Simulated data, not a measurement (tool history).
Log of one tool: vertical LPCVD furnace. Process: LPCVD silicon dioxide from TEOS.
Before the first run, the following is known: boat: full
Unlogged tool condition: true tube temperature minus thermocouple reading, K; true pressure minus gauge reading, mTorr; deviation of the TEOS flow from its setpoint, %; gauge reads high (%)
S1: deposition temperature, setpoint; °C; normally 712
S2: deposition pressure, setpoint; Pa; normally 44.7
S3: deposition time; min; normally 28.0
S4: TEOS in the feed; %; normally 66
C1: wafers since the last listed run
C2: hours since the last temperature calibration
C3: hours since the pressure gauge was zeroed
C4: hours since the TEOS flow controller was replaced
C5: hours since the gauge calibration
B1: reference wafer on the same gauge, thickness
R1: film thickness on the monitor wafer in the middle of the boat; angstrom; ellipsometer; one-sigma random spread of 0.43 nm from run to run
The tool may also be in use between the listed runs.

| run | hour | S1 | S2 | S3 | S4 | C1 | C2 | C3 | C4 | C5 | B1 | R1 |
|---|---|---|---|---|---|---|---|---|---|---|---|---|
| 1 | 0.0 | 712 | 44.7 | 28.0 | 66 | 0 | 2868.2 | 5009.5 | 2192.1 | 50.2 | 298.08 | 2936.0 |
| 2 | 12.2 | 712 | 44.7 | 28.0 | 66 | 209 | 2880.4 | 5021.7 | 2204.3 | 62.4 | 297.99 | 2931.6 |
| 3 | 24.9 | 712 | 44.7 | 28.0 | 66 | 218 | 2893.1 | 5034.4 | 2217.0 | 75.1 | 298.10 | 2935.0 |
| 4 | 40.5 | 712 | 44.7 | 28.0 | 70 | 267 | 2908.7 | 5050.0 | 2232.6 | 90.7 | 298.01 | 3032.3 |
| 5 | 55.0 | 712 | 44.7 | 28.0 | 70 | 249 | 2923.2 | 5064.5 | 2247.1 | 105.2 | 298.17 | 3045.3 |
| 6 | 71.1 | 712 | 53.3 | 21.0 | 66 | 276 | 2939.3 | 5080.6 | 2263.2 | 121.3 | 298.17 | 2416.2 |
| 7 | 88.7 | 712 | 53.3 | 21.0 | 66 | 302 | 2956.9 | 5098.2 | 2280.8 | 138.9 | 297.95 | 2421.1 |
| 8 | 106.3 | 712 | 53.3 | 21.0 | 66 | 302 | 2974.5 | 5115.8 | 2298.4 | 156.5 | 298.10 | 2419.1 |
|  | 113.2 | gauge calibrated |
| 9 | 119.2 | 712 | 44.7 | 28.0 | 66 | 221 | 2987.4 | 5128.7 | 2311.3 | 6.0 | 298.10 | 2958.4 |
|  | 144.2 | TEOS flow controller replaced |
| 10 | 144.7 | 712 | 44.7 | 28.0 | 66 | 25 | 3012.9 | 5154.2 | 0.5 | 31.5 | 298.06 | 2957.2 |
| 11 | 148.3 | 712 | 44.7 | 28.0 | 66 | 61 | 3016.5 | 5157.8 | 4.1 | 35.1 | 297.96 | 2953.8 |
| 12 | 160.7 | 712 | 44.7 | 28.0 | 66 | 212 | 3028.9 | 5170.2 | 16.5 | 47.5 | 298.06 | 2956.8 |
| 13 | 176.4 | 712 | 55.3 | 19.0 | 66 | 269 | 3044.6 | 5185.9 | 32.2 | 63.2 | 297.99 | 2230.1 |
| 14 | 185.6 | 708 | 44.7 | 28.0 | 66 | 157 | 3053.8 | 5195.1 | 41.4 | 72.4 | 298.13 | 2709.1 |
| 15 | 198.1 | 720 | 36.7 | 28.0 | 66 | 214 | 3066.3 | 5207.6 | 53.9 | 84.9 | 297.96 | 3211.4 |
| 16 | 204.5 | 712 | 53.3 | 21.0 | 66 | 109 | 3072.7 | 5214.0 | 60.3 | 91.3 | 297.89 | 2425.3 |
|  | 228.6 | pressure gauge zeroed |
|  | 233.9 | thermocouples replaced and temperature profile calibrated |
| 17 | 234.4 | 705 | 34.0 | 24.5 | 59 | 10 | 0.5 | 5.8 | 90.2 | 121.2 | 298.06 | 1694.9 |
| 18 | 238.0 | 720 | 38.0 | 17.5 | 66 | 61 | 4.1 | 9.4 | 93.8 | 124.8 | 298.00 | 1898.3 |
| 19 | 241.6 | 712 | 35.3 | 28.0 | 66 | 61 | 7.7 | 13.0 | 97.4 | 128.4 | 297.99 | 2451.9 |
| 20 | 246.8 | 712 | 44.7 | 34.5 | 70 | 89 | 12.9 | 18.2 | 102.6 | 133.6 | 297.97 | 3493.3 |
| 21 | 263.1 | 712 | 44.7 | 28.0 | 66 | 279 | 29.2 | 34.5 | 118.9 | 149.9 | 298.00 | 2757.9 |
|  | 267.5 | gauge calibrated |
| 22 | 270.3 | 712 | 49.3 | 17.0 | 66 | 123 | 36.4 | 41.7 | 126.1 | 2.8 | 298.09 | 1758.7 |
| 23 | 285.2 | 712 | 53.3 | 21.0 | 66 | 255 | 51.3 | 56.6 | 141.0 | 17.7 | 297.91 | 2252.9 |
| 24 | 297.3 | 718 | 47.3 | 19.5 | 62 | 207 | 63.4 | 68.7 | 153.1 | 29.8 | 297.94 | 2193.1 |
| 25 | 303.5 | 702 | 47.3 | 21.5 | 59 | 106 | 69.6 | 74.9 | 159.3 | 36.0 | 298.04 | 1637.5 |

Predict each of these 3 candidate next runs independently; none follows another, all start after run 25:
| A | 307.2 | 712 | 44.7 | 28.0 | 79 | 63 | 73.3 | 78.6 | 163.0 | 39.7 | ? | ? |
| B | 307.2 | 712 | 34.7 | 28.0 | 66 | 63 | 73.3 | 78.6 | 163.0 | 39.7 | ? | ? |
| C | 307.2 | 712 | 44.7 | 38.5 | 66 | 63 | 73.3 | 78.6 | 163.0 | 39.7 | ? | ? |

| run | B1 | R1 |
|---|---|---|
| A | 298.05 | 3015.2 |
| B | 298.05 | 2428.0 |
| C | 298.05 | 3789.5 |
The same runs, with their run-to-run variation unchanged, on a tool lacking any hidden condition would have given:
| run | R1 |
|---|---|
| A | 3002.1 |
| B | 2417.4 |
| C | 3772.9 |
